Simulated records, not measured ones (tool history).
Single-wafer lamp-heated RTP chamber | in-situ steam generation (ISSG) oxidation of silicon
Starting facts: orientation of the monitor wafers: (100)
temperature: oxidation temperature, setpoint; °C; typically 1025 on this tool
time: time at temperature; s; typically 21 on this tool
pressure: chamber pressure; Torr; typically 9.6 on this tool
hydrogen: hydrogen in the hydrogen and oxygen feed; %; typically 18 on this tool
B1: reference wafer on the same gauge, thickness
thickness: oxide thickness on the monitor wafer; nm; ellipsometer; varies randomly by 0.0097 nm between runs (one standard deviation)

Run 1, hour 0.0: usual settings; B1 7.542. Result: thickness 6.592 nm.
Run 2, hour 14.4: usual settings; B1 7.540. Result: thickness 6.612 nm.
Run 3, hour 24.6: usual settings; B1 7.543. Result: thickness 6.608 nm.
Run 4, hour 40.2: usual settings; B1 7.539. Result: thickness 6.612 nm.
Run 5, hour 56.7: usual settings but hydrogen 22 %; B1 7.541. Result: thickness 6.910 nm.
Run 6, hour 65.7: usual settings but hydrogen 22 %; B1 7.540. Result: thickness 6.934 nm.
Run 7, hour 74.4: usual settings but hydrogen 22 %; B1 7.541. Result: thickness 6.929 nm.
Run 8, hour 88.1: usual settings; B1 7.541. Result: thickness 6.644 nm.
Run 9, hour 97.0: usual settings but hydrogen 15 %; B1 7.541. Result: thickness 6.390 nm.
Run 10, hour 110.8: usual settings but time 16 s; B1 7.539. Result: thickness 5.813 nm.
Run 11, hour 119.7: usual settings but time 16 s; B1 7.541. Result: thickness 5.821 nm.
At hour 128.5: hydrogen flow controller replaced.
Run 12, hour 136.1: usual settings but time 16 s; B1 7.541. Result: thickness 5.804 nm.
Run 13, hour 148.7: usual settings; B1 7.541. Result: thickness 6.661 nm.
Run 14, hour 158.9: usual settings but temperature 1041 °C, time 17 s; B1 7.538. Result: thickness 6.507 nm.
At hour 174.9: pyrometer window cleaned and pyrometer calibrated.
At hour 183.1: pressure gauge zeroed.
Run 15, hour 183.6: usual settings but hydrogen 12 %; B1 7.536. Result: thickness 5.941 nm.
Run 16, hour 184.0: usual settings but temperature 1018 °C; B1 7.541. Result: thickness 6.263 nm.
Run 17, hour 184.3: usual settings but time 13 s; B1 7.541. Result: thickness 5.127 nm.
At hour 196.5: gauge calibrated.
Run 18, hour 198.0: usual settings; B1 7.539. Result: thickness 6.483 nm.
Run 19, hour 213.6: usual settings but pressure 10.2 Torr, hydrogen 15 %; B1 7.539. Result: thickness 6.163 nm.
Run 20, hour 223.2: usual settings; B1 7.538. Result: thickness 6.480 nm.
Run 21, hour 237.1: usual settings; B1 7.542. Result: thickness 6.469 nm.
Run 22, hour 251.8: usual settings; B1 7.538. Result: thickness 6.483 nm.
Run 23, hour 266.0: usual settings; B1 7.539. Result: thickness 6.457 nm.
Run 24, hour 272.3: usual settings; B1 7.540. Result: thickness 6.479 nm.
Run 25, hour 284.2: usual settings but temperature 1043 °C; B1 7.540. Result: thickness 7.095 nm.
Run 26, hour 291.1: usual settings but pressure 8.2 Torr; B1 7.541. Result: thickness 6.581 nm.
Run 27, hour 303.8: usual settings; B1 7.539. Result: thickness 6.485 nm.
Run 28, hour 315.1: usual settings but hydrogen 26 %; B1 7.542. Result: thickness 7.047 nm.
Run 29, hour 332.5: usual settings but pressure 8.5 Torr; B1 7.539. Result: thickness 6.565 nm.
Run 30, hour 342.9: usual settings but time 15 s; B1 7.540. Result: thickness 5.500 nm.
Run 31, hour 356.8: usual settings but temperature 1006 °C, pressure 10.2 Torr; B1 7.537. Result: thickness 5.893 nm.

Here are 4 independent what-if runs from the current tool condition. What would each one return?
Run A, hour 357.2: usual settings but time 14 s; B1 ?. Result: thickness ?.
Run B, hour 357.2: usual settings but temperature 1043 °C, time 18 s, hydrogen 24 %; B1 ?. Result: thickness ?.
Run C, hour 357.2: usual settings but hydrogen 13 %; B1 ?. Result: thickness ?.
Run D, hour 357.2: usual settings but temperature 1037 °C; B1 ?. Result: thickness ?.

run     B1  thickness
  A  7.542      5.313
  B  7.542      6.989
  C  7.542      6.056
  D  7.542      6.883
Had the tool no hidden state, the same runs would have come out as:
run  thickness
  A      5.284
  B      6.943
  C      6.019
  D      6.838
